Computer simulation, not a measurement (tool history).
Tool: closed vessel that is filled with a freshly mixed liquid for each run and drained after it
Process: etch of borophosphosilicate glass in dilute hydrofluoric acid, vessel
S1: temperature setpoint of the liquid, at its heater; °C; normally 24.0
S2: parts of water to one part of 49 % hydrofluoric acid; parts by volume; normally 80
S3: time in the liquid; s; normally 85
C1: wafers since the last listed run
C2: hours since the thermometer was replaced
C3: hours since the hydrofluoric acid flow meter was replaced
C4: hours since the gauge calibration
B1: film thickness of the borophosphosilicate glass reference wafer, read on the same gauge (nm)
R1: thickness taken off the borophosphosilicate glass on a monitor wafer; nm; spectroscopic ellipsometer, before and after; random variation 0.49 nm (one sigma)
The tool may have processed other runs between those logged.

Run 1, hour 0.0: usual settings; C1 0; C2 1122.7; C3 848.9; C4 908.5; B1 80.00. Result: R1 57.51 nm.
At hour 43.5: gauge calibrated.
Run 2, hour 55.6: usual settings; C1 4677; C2 1178.3; C3 904.5; C4 12.1; B1 80.03. Result: R1 57.35 nm.
Run 3, hour 128.5: usual settings; C1 6132; C2 1251.2; C3 977.4; C4 85.0; B1 80.02. Result: R1 56.70 nm.
Run 4, hour 215.5: usual settings but S3 65 s; C1 7318; C2 1338.2; C3 1064.4; C4 172.0; B1 80.01. Result: R1 44.07 nm.
Run 5, hour 309.3: usual settings but S3 65 s; C1 7890; C2 1432.0; C3 1158.2; C4 265.8; B1 79.98. Result: R1 44.02 nm.
Run 6, hour 404.7: usual settings but S3 65 s; C1 8025; C2 1527.4; C3 1253.6; C4 361.2; B1 80.02. Result: R1 44.87 nm.
Run 7, hour 488.1: usual settings but S1 21.0 °C; C1 7015; C2 1610.8; C3 1337.0; C4 444.6; B1 79.99. Result: R1 51.54 nm.
At hour 676.8: thermometer replaced.
Run 8, hour 759.1: usual settings but S1 21.0 °C; C1 22712; C2 82.3; C3 1608.0; C4 715.6; B1 79.99. Result: R1 52.64 nm.
Run 9, hour 799.3: usual settings; C1 3381; C2 122.5; C3 1648.2; C4 755.8; B1 79.98. Result: R1 59.17 nm.
At hour 825.2: hydrofluoric acid flow meter replaced.
Run 10, hour 868.5: usual settings but S1 20.5 °C, S2 60 parts by volume; C1 5737; C2 191.7; C3 43.3; C4 825.0; B1 79.99. Result: R1 63.68 nm.
At hour 894.4: gauge calibrated.
Run 11, hour 905.8: usual settings but S1 27.0 °C, S2 65 parts by volume; C1 3137; C2 229.0; C3 80.6; C4 11.4; B1 79.99. Result: R1 78.05 nm.
Run 12, hour 974.7: usual settings but S1 26.0 °C, S2 110 parts by volume, S3 65 s; C1 5796; C2 297.9; C3 149.5; C4 80.3; B1 80.01. Result: R1 31.69 nm.
Run 13, hour 1070.4: usual settings but S1 26.0 °C, S3 130 s; C1 8050; C2 393.6; C3 245.2; C4 176.0; B1 80.00. Result: R1 91.10 nm.

The next listed run, before its measurement:
Run 14, hour 1168.2: usual settings; C1 8227; C2 491.4; C3 343.0; C4 273.8; B1 ?. Result: R1 ?.

B1: 80.01
R1: 54.99 nm
Take away the tool's hidden state, keep the run-to-run variation as it was, and the same run would have given R1 53.15 nm.
